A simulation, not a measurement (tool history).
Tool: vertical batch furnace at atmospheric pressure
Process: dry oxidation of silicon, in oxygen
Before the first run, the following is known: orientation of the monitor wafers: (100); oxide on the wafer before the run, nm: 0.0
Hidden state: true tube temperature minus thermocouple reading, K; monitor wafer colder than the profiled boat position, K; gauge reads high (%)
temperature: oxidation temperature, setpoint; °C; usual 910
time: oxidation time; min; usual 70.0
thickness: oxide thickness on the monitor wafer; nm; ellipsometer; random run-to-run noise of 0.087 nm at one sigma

| run | hour | temperature | time | wafers since the last listed run | hours since the last temperature calibration | hours since the boat lift was adjusted | hours since the gauge calibration | read-back reference wafer on the same gauge, thickness | thickness |
|---|---|---|---|---|---|---|---|---|---|
| 1 | 0.0 | 910 | 94.0 | 0 | 1374.8 | 5877.0 | 98.3 | 17.50 | 26.73 |
| 2 | 14.2 | 920 | 57.5 | 134 | 1389.0 | 5891.2 | 112.5 | 17.50 | 21.25 |
| 3 | 25.0 | 920 | 57.5 | 102 | 1399.8 | 5902.0 | 123.3 | 17.51 | 21.05 |
| 4 | 42.2 | 920 | 57.5 | 163 | 1417.0 | 5919.2 | 140.5 | 17.51 | 21.15 |
| 5 | 50.8 | 910 | 70.0 | 81 | 1425.6 | 5927.8 | 149.1 | 17.47 | 21.76 |
| 6 | 91.3 | 910 | 70.0 | 384 | 1466.1 | 5968.3 | 189.6 | 17.49 | 21.84 |
| 7 | 102.6 | 910 | 70.0 | 107 | 1477.4 | 5979.6 | 200.9 | 17.48 | 21.88 |
|  | 142.6 | boat lift adjusted |
|  | 168.5 | thermocouples replaced and temperature profile calibrated |
| 8 | 169.0 | 910 | 70.0 | 174 | 0.5 | 26.4 | 267.3 | 17.47 | 21.79 |
| 9 | 174.1 | 910 | 70.0 | 48 | 5.6 | 31.5 | 272.4 | 17.51 | 21.80 |
| 10 | 179.2 | 930 | 35.0 | 48 | 10.7 | 36.6 | 277.5 | 17.52 | 16.83 |
| 11 | 184.6 | 910 | 70.0 | 51 | 16.1 | 42.0 | 282.9 | 17.50 | 21.92 |
| 12 | 196.4 | 895 | 101.0 | 112 | 27.9 | 53.8 | 294.7 | 17.49 | 24.01 |
| 13 | 210.1 | 910 | 79.0 | 130 | 41.6 | 67.5 | 308.4 | 17.51 | 23.66 |
|  | 222.3 | gauge calibrated |
| 14 | 231.2 | 902 | 60.5 | 200 | 62.7 | 88.6 | 8.9 | 17.46 | 18.35 |
| 15 | 247.0 | 910 | 97.0 | 150 | 78.5 | 104.4 | 24.7 | 17.51 | 27.10 |
| 16 | 263.1 | 910 | 70.0 | 152 | 94.6 | 120.5 | 40.8 | 17.50 | 21.83 |

Expected results for the next run?
| 17 | 277.4 | 910 | 70.0 | 135 | 108.9 | 134.8 | 55.1 | ? | ? |

Run 17 produced read-back reference wafer on the same gauge, thickness 17.51, thickness 21.78 nm.
Were there no unlogged condition in the tool, this run, its random variation unchanged, would have produced thickness 21.78 nm.

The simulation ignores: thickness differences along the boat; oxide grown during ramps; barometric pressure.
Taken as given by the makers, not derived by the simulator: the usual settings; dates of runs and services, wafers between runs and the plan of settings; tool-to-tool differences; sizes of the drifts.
